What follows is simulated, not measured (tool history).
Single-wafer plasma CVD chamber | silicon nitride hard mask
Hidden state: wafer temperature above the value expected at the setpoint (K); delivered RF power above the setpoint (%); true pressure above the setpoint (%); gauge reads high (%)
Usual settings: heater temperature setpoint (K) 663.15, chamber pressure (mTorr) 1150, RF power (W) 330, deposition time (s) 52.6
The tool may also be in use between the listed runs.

run     day  heater temperature setpoint (K)  chamber pressure (mTorr)  RF power (W)  deposition time (s)  wafers since the last listed run  hours since the last thermocouple change  hours since the last RF generator calibration  hours since the last manometer calibration  hours since the showerhead was replaced  hours since the gauge calibration  read-back reference wafer on the same gauge, thickness_nm  mean film thickness on the monitor wafer (angstrom)
  1       0                           663.15                      1150           330                 52.6                                 0                                    1670.9                                            801                                         789                                     3435                              601.4                                                     75.815                                               628.02
  2   2.529                           663.15                      1150           330                 52.6                              1400                                    1731.6                                          861.7                                       849.7                                   3495.7                              662.1                                                     75.806                                               627.41
  3   4.525                           663.15                      1150           330                 52.6                              1105                                    1779.5                                          909.6                                       897.6                                   3543.6                                710                                                      75.81                                               627.97
     11.017  -- RF generator calibrated
  4  14.912                           663.15                      1150           330                 52.6                              5568                                    2028.8                                           93.5                                      1146.9                                   3792.9                              959.3                                                     75.766                                               634.33
  5    17.3                           663.15                      1150           330                 52.6                              1322                                    2086.1                                          150.8                                      1204.2                                   3850.2                             1016.6                                                     75.798                                               634.88
  6  20.179                           663.15                      1150           330                 52.6                              1594                                    2155.2                                          219.9                                      1273.3                                   3919.3                             1085.7                                                     75.789                                               633.67
  7  22.633                           663.15                      1150           330                 52.6                              1359                                    2214.1                                          278.8                                      1332.2                                   3978.2                             1144.6                                                     75.814                                               631.87
  8  27.088                           663.15                      1150           330                 52.6                              2466                                      2321                                          385.7                                      1439.1                                   4085.1                             1251.5                                                     75.769                                               633.38
  9  30.996                           675.15                      1150           330                 52.6                              2164                                    2414.8                                          479.5                                      1532.9                                   4178.9                             1345.3                                                     75.791                                               629.24
 10  34.512                           663.15                      1320           305                 52.6                              1947                                    2499.2                                          563.9                                      1617.3                                   4263.3                             1429.7                                                     75.817                                               620.36
 11  38.946                           663.15                      1320           305                 52.6                              2455                                    2605.6                                          670.3                                      1723.7                                   4369.7                             1536.1                                                     75.798                                               619.92
      42.65  -- gauge calibrated
 12  42.875                           663.15                      1150           380                 52.6                              2176                                    2699.9                                          764.6                                        1818                                     4464                                5.4                                                      75.81                                               691.02
     44.492  -- thermocouple changed; heater temperature recalibrated
 13  46.675                           663.15                      1420           280                 52.6                              1920                                      52.4                                          855.8                                      1909.2                                   4555.2                               96.6                                                     75.811                                               590.15
     49.558  -- showerhead replaced, of another model than before
 14  50.996                           653.15                      1150           285                   57                              2208                                     156.1                                          959.5                                      2012.9                                     34.5                              200.3                                                     75.825                                               575.06
     54.004  -- RF generator calibrated
 15  55.446                           663.15                      1150           305                 52.6                              2280                                     262.9                                           34.6                                      2119.7                                    141.3                              307.1                                                     75.761                                               588.38
 16  58.825                           663.15                      1150           330                 43.1                              1871                                       344                                          115.7                                      2200.8                                    222.4                              388.2                                                     75.795                                               519.27
 17  60.421                           658.15                      1430           330                 52.6                               883                                     382.3                                            154                                      2239.1                                    260.7                              426.5                                                     75.805                                                662.6
     61.575  -- capacitance manometer re-zeroed and calibrated
 18  62.317                           663.15                      1150           285                 52.6                               865                                     427.8                                          199.5                                        17.8                                    306.2                                472                                                     75.775                                               542.73
 19  64.412                           663.15                      1150           330                 52.6                              1160                                     478.1                                          249.8                                        68.1                                    356.5                              522.3                                                     75.786                                               635.36
 20  66.175                           663.15                      1150           330                 52.6                               976                                     520.4                                          292.1                                       110.4                                    398.8                              564.6                                                     75.816                                               633.82
 21  68.121                           674.15                      1400           330                 52.6                              1077                                     567.1                                          338.8                                       157.1                                    445.5                              611.3                                                     75.815                                               655.47
 22  72.592                           663.15                      1150           330                 52.6                              2476                                     674.4                                          446.1                                       264.4                                    552.8                              718.6                                                     75.774                                               632.97
 23  75.892                           663.15                      1430           370                 57.6                              1827                                     753.6                                          525.3                                       343.6                                      632                              797.8                                                     75.804                                               799.88
 24  79.854                           663.15                      1150           390                 45.6                              2194                                     848.7                                          620.4                                       438.7                                    727.1                              892.9                                                     75.769                                               631.54
 25  82.308                           663.15                      1150           330                 52.6                              1359                                     907.6                                          679.3                                       497.6                                      786                              951.8                                                     75.786                                               628.05

Forecast each of these 3 alternatives for the next run:
  A  82.325                           663.15                      1150           330                 52.6                                 9                                       908                                          679.7                                         498                                    786.4                              952.2                                                          ?                                                    ?
  B  82.325                           663.15                      1230           370                   56                                 9                                       908                                          679.7                                         498                                    786.4                              952.2                                                          ?                                                    ?
  C  82.325                           671.15                      1300           345                   45                                 9                                       908                                          679.7                                         498                                    786.4                              952.2                                                          ?                                                    ?

run  read-back reference wafer on the same gauge, thickness_nm  mean film thickness on the monitor wafer (angstrom)
  A                                                     75.814                                               629.05
  B                                                     75.814                                                754.4
  C                                                     75.814                                               573.55
Without the tool's hidden state the same runs would have given:
run  mean film thickness on the monitor wafer (angstrom)
  A                                               637.42
  B                                               763.94
  C                                               580.84
